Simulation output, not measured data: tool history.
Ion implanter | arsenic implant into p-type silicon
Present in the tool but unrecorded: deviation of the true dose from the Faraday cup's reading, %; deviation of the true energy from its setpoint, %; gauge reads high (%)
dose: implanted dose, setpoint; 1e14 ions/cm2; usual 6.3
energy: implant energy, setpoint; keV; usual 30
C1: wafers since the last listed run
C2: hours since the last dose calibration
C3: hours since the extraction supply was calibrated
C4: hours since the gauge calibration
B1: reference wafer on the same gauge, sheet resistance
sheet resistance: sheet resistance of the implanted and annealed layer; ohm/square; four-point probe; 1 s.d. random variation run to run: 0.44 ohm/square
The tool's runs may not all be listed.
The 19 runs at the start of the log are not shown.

Run 20, hour 454.4: usual settings but energy 21.5 keV; C1 194; C2 1792.1; C3 123.8; C4 247.3; B1 181.06. Result: sheet resistance 167.09 ohm/square.
Run 21, hour 466.4: usual settings but dose 7.33 1e14 ions/cm2, energy 20.5 keV; C1 176; C2 1804.1; C3 135.8; C4 259.3; B1 181.01. Result: sheet resistance 151.38 ohm/square.
Run 22, hour 482.2: usual settings but dose 7.84 1e14 ions/cm2, energy 27.5 keV; C1 232; C2 1819.9; C3 151.6; C4 275.1; B1 181.04. Result: sheet resistance 137.32 ohm/square.
At hour 492: Faraday cup replaced and dose calibrated.
Run 23, hour 506.7: usual settings; C1 242; C2 14.7; C3 176.1; C4 299.6; B1 180.88. Result: sheet resistance 166.06 ohm/square.
Run 24, hour 533.6: usual settings but dose 7.75 1e14 ions/cm2; C1 395; C2 41.6; C3 203; C4 326.5; B1 181. Result: sheet resistance 141.97 ohm/square.
Run 25, hour 563.8: usual settings but dose 8.14 1e14 ions/cm2, energy 33 keV; C1 444; C2 71.8; C3 233.2; C4 356.7; B1 181.03. Result: sheet resistance 136.02 ohm/square.
Run 26, hour 584: usual settings but dose 5.35 1e14 ions/cm2, energy 24.5 keV; C1 296; C2 92; C3 253.4; C4 376.9; B1 180.97. Result: sheet resistance 193.06 ohm/square.
Run 27, hour 607.4: usual settings but dose 6.93 1e14 ions/cm2; C1 344; C2 115.4; C3 276.8; C4 400.3; B1 180.95. Result: sheet resistance 154.18 ohm/square.
Run 28, hour 638.6: usual settings; C1 458; C2 146.6; C3 308; C4 431.5; B1 180.95. Result: sheet resistance 165.74 ohm/square.

Forecast run 29:
Run 29, hour 668.1: usual settings but dose 7.48 1e14 ions/cm2, energy 24.5 keV; C1 433; C2 176.1; C3 337.5; C4 461; B1 ?. Result: sheet resistance ?.

{"run 29": {"B1": 181.07, "sheet resistance": 151.11}}
Minus the tool's unlogged condition, the same run would have read sheet resistance 150.9 ohm/square.
